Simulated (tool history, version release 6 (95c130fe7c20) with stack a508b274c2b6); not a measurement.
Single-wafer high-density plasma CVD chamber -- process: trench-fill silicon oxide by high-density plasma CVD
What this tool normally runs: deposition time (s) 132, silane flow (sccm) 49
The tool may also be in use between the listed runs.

run   hour  deposition time (s)  silane flow (sccm)  wafers since the last listed run  hours since the silane flow controller was replaced  hours since the gauge calibration  read-back reference wafer on the same gauge, thickness_nm  mean film thickness on the monitor wafer (Å)
  1    0.0                  132                  49                                 0                                               1572.3                              400.9                                                    582.605                                       6713.43
  2   44.7                  132                  49                               318                                               1617.0                              445.6                                                    583.343                                       6712.01
  3   78.9                  132                  45                               243                                               1651.2                              479.8                                                    582.402                                       6370.31
  4  147.6                  113                  49                               489                                               1719.9                              548.5                                                    583.977                                       5751.54
  5  197.1                  113                  49                               352                                               1769.4                              598.0                                                    583.323                                       5734.46
  6  233.3                  132                  42                               258                                               1805.6                              634.2                                                    583.040                                       6063.08
  7  283.2                  132                  42                               355                                               1855.5                              684.1                                                    583.132                                       6121.36
  8  338.3                  132                  42                               392                                               1910.6                              739.2                                                    582.734                                       6108.97
  9  398.7                  132                  49                               430                                               1971.0                              799.6                                                    582.588                                       6745.33
 10  442.5                  123                  56                               312                                               2014.8                              843.4                                                    582.426                                       6848.32
 11  472.4                  132                  49                               213                                               2044.7                              873.3                                                    582.980                                       6750.16

For run 12, what comes out?
 12  519.4                  132                  49                               334                                               2091.7                              920.3                                                          ?                                             ?

Run 12 yielded read-back reference wafer on the same gauge, thickness_nm 583.392, mean film thickness on the monitor wafer (Å) 6765.28.
With no hidden state in the tool, this same run would have given mean film thickness on the monitor wafer (Å) 6552.18.
